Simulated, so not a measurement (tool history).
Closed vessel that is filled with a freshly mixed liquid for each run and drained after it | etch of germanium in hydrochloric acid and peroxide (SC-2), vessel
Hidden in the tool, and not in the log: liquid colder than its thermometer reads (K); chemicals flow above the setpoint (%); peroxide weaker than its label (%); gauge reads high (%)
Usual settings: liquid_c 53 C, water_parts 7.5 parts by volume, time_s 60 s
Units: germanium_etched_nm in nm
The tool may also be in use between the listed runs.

| run | hour | liquid_c | water_parts | time_s | wafers since the last listed run | hours since the thermometer was replaced | hours since the chemicals flow meter was replaced | hours since the drum of peroxide was connected | hours since the gauge calibration | read-back film thickness of the germanium reference wafer, read on the same gauge (nm) | germanium_etched_nm |
|---|---|---|---|---|---|---|---|---|---|---|---|
| 1 | 0 | 57.5 | 7.5 | 60 | 0 | 1307.3 | 646.6 | 311.9 | 214.7 | 109.99 | 126.44 |
| 2 | 33 | 57.5 | 7.5 | 60 | 3911 | 1340.3 | 679.6 | 344.9 | 247.7 | 109.97 | 126.6 |
| 3 | 46.4 | 57.5 | 7.5 | 60 | 1588 | 1353.7 | 693 | 358.3 | 261.1 | 109.98 | 126.56 |
| 4 | 63.6 | 53 | 7.5 | 60 | 2038 | 1370.9 | 710.2 | 375.5 | 278.3 | 110.01 | 109.92 |
| 5 | 72.1 | 53 | 7.5 | 60 | 1007 | 1379.4 | 718.7 | 384 | 286.8 | 109.96 | 109.78 |
| 6 | 87 | 53 | 7.5 | 60 | 1766 | 1394.3 | 733.6 | 398.9 | 301.7 | 110.03 | 109.73 |
| 7 | 96.9 | 53 | 7.5 | 60 | 1173 | 1404.2 | 743.5 | 408.8 | 311.6 | 110 | 109.82 |
|  | 107.1 | gauge calibrated |
| 8 | 110.5 | 53 | 7.5 | 60 | 1612 | 1417.8 | 757.1 | 422.4 | 3.4 | 109.99 | 109.42 |
|  | 122.7 | chemicals flow meter replaced |
| 9 | 127.1 | 53 | 7.5 | 60 | 1849 | 1434.4 | 4.4 | 439 | 20 | 109.95 | 109.9 |
| 10 | 134.1 | 53 | 8.5 | 60 | 829 | 1441.4 | 11.4 | 446 | 27 | 109.98 | 108.51 |
| 11 | 140.9 | 53 | 8.5 | 60 | 806 | 1448.2 | 18.2 | 452.8 | 33.8 | 109.99 | 109.11 |
|  | 146.1 | new drum of peroxide connected |
| 12 | 150.6 | 48.5 | 4 | 40 | 1031 | 1457.9 | 27.9 | 4.5 | 43.5 | 110.03 | 63.95 |
| 13 | 167.8 | 53 | 9 | 30 | 2038 | 1475.1 | 45.1 | 21.7 | 60.7 | 110.06 | 53.95 |
| 14 | 175.5 | 59.5 | 7.5 | 30 | 912 | 1482.8 | 52.8 | 29.4 | 68.4 | 110.04 | 67.26 |
| 15 | 190.8 | 44 | 4 | 60 | 1813 | 1498.1 | 68.1 | 44.7 | 83.7 | 109.98 | 83.06 |
|  | 192.7 | thermometer replaced |
| 16 | 204.2 | 43 | 7.5 | 60 | 1469 | 11.5 | 81.5 | 58.1 | 97.1 | 109.98 | 85.97 |
| 17 | 216.7 | 53 | 7.5 | 60 | 1481 | 24 | 94 | 70.6 | 109.6 | 110 | 118.81 |
| 18 | 224.5 | 53 | 7.5 | 60 | 924 | 31.8 | 101.8 | 78.4 | 117.4 | 109.99 | 118.33 |
| 19 | 234.7 | 53 | 11 | 80 | 1209 | 42 | 112 | 88.6 | 127.6 | 109.93 | 152.46 |
| 20 | 240.9 | 53 | 4 | 60 | 734 | 48.2 | 118.2 | 94.8 | 133.8 | 109.97 | 120.92 |
| 21 | 257.3 | 53 | 7.5 | 60 | 1944 | 64.6 | 134.6 | 111.2 | 150.2 | 110.01 | 118 |
| 22 | 268.7 | 44.5 | 6.5 | 30 | 1351 | 76 | 146 | 122.6 | 161.6 | 110 | 45.2 |

3 ways to go on from here, each from the tool as it stands after run 22. What would each give?
| A | 269.4 | 53 | 4.5 | 60 | 82 | 76.7 | 146.7 | 123.3 | 162.3 | ? | ? |
| B | 269.4 | 59 | 7.5 | 60 | 82 | 76.7 | 146.7 | 123.3 | 162.3 | ? | ? |
| C | 269.4 | 53 | 9.5 | 60 | 82 | 76.7 | 146.7 | 123.3 | 162.3 | ? | ? |

| run | read-back film thickness of the germanium reference wafer, read on the same gauge (nm) | germanium_etched_nm |
|---|---|---|
| A | 109.98 | 121.31 |
| B | 109.98 | 142.81 |
| C | 109.98 | 116.7 |
Without the tool's hidden state the same runs would have given:
| run | germanium_etched_nm |
|---|---|
| A | 121.89 |
| B | 143.45 |
| C | 117.24 |
